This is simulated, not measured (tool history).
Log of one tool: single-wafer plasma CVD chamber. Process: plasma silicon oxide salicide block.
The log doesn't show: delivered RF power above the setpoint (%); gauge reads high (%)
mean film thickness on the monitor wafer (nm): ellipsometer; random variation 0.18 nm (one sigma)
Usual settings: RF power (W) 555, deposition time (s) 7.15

run,day,RF power (W),deposition time (s),wafers since the last listed run,hours since the last RF generator calibration,hours since the showerhead was replaced,hours since the gauge calibration,"read-back reference wafer on the same gauge, thickness_nm",mean film thickness on the monitor wafer (nm)
1,0,555,7.15,0,504.7,3631.6,376.6,64.032,67.643
2,0.388,555,7.15,183,514,3640.9,385.9,64.005,67.835
3,0.904,520,7.15,244,526.4,3653.3,398.3,64.019,66.556
4,1.575,520,7.15,317,542.5,3669.4,414.4,63.993,66.63
5,1.95,520,7.15,177,551.5,3678.4,423.4,64.042,66.226
6,2.388,555,7.15,207,562,3688.9,433.9,64.011,67.439
7,2.775,555,7.15,183,571.3,3698.2,443.2,63.951,67.564
8,3.446,555,7.15,317,587.4,3714.3,459.3,63.985,67.621
9,4.05,555,6.31,286,601.9,3728.8,473.8,63.966,59.841
10,4.879,555,6.31,392,621.8,3748.7,493.7,63.986,59.848
11,5.192,555,7.15,148,629.3,3756.2,501.2,64.051,67.456
12,5.588,515,7.57,187,638.8,3765.7,510.7,64.024,69.939
13,6.242,555,7.15,309,654.5,3781.4,526.4,63.977,67.537
# day 6.525: gauge calibrated
14,6.746,555,7.15,238,666.6,3793.5,5.3,64.033,67.667
15,7.4,555,7.15,309,682.3,3809.2,21,63.972,67.66
16,7.917,555,7.15,244,694.7,3821.6,33.4,63.969,67.535
17,8.425,520,6.08,240,706.9,3833.8,45.6,63.995,56.131
18,9.008,555,8.24,276,720.9,3847.8,59.6,63.913,78.093
19,9.4,555,7.15,185,730.3,3857.2,69,64.001,67.533
20,9.979,615,7.6,274,744.2,3871.1,82.9,63.98,74.231
21,10.717,555,7.15,349,761.9,3888.8,100.6,64.034,67.761
# day 11.417: showerhead replaced
22,12.625,630,8.42,746,807.7,29,146.4,64.052,82.777
23,13.304,555,7.15,321,824,45.3,162.7,63.95,67.771
24,13.6,585,6.62,140,831.1,52.4,169.8,64.033,63.564
25,14.183,555,7.15,276,845.1,66.4,183.8,63.975,67.513
# day 15.029: RF generator calibrated
26,15.05,505,5.78,252,0.5,87.2,204.6,64.035,54.182
27,15.242,510,7.99,90,5.1,91.8,209.2,63.976,75.241
28,15.942,555,6.52,331,21.9,108.6,226,64.004,63.035
29,16.483,665,8.15,256,34.9,121.6,239,64.04,83.099
30,16.833,555,6.04,165,43.3,130,247.4,64.017,58.449
31,17.412,660,7.15,274,57.2,143.9,261.3,64.002,72.767
32,17.875,555,7.15,219,68.3,155,272.4,64.036,68.784
33,18.4,655,7.88,248,80.9,167.6,285,63.942,80.192
34,19.008,555,7.15,288,95.5,182.2,299.6,63.995,69.042
35,19.267,555,7.15,122,101.7,188.4,305.8,64.019,68.893
36,20,520,6.08,347,119.3,206,323.4,64.034,57.238

The tool's hidden state at each run:
gauge reads high (%): 0 in every run
H1: delivered RF power above the setpoint (%)
run,H1
1,-6.97
2,-7.02
3,-7.08
4,-7.16
5,-7.2
6,-7.25
7,-7.29
8,-7.36
9,-7.42
10,-7.5
11,-7.53
12,-7.56
13,-7.61
14,-7.65
15,-7.7
16,-7.74
17,-7.78
18,-7.82
19,-7.84
20,-7.88
21,-7.92
22,-8.03
23,-8.06
24,-8.07
25,-8.1
26,-0.22
27,-0.34
28,-0.767
29,-1.08
30,-1.28
31,-1.59
32,-1.83
33,-2.1
34,-2.39
35,-2.51
36,-2.84
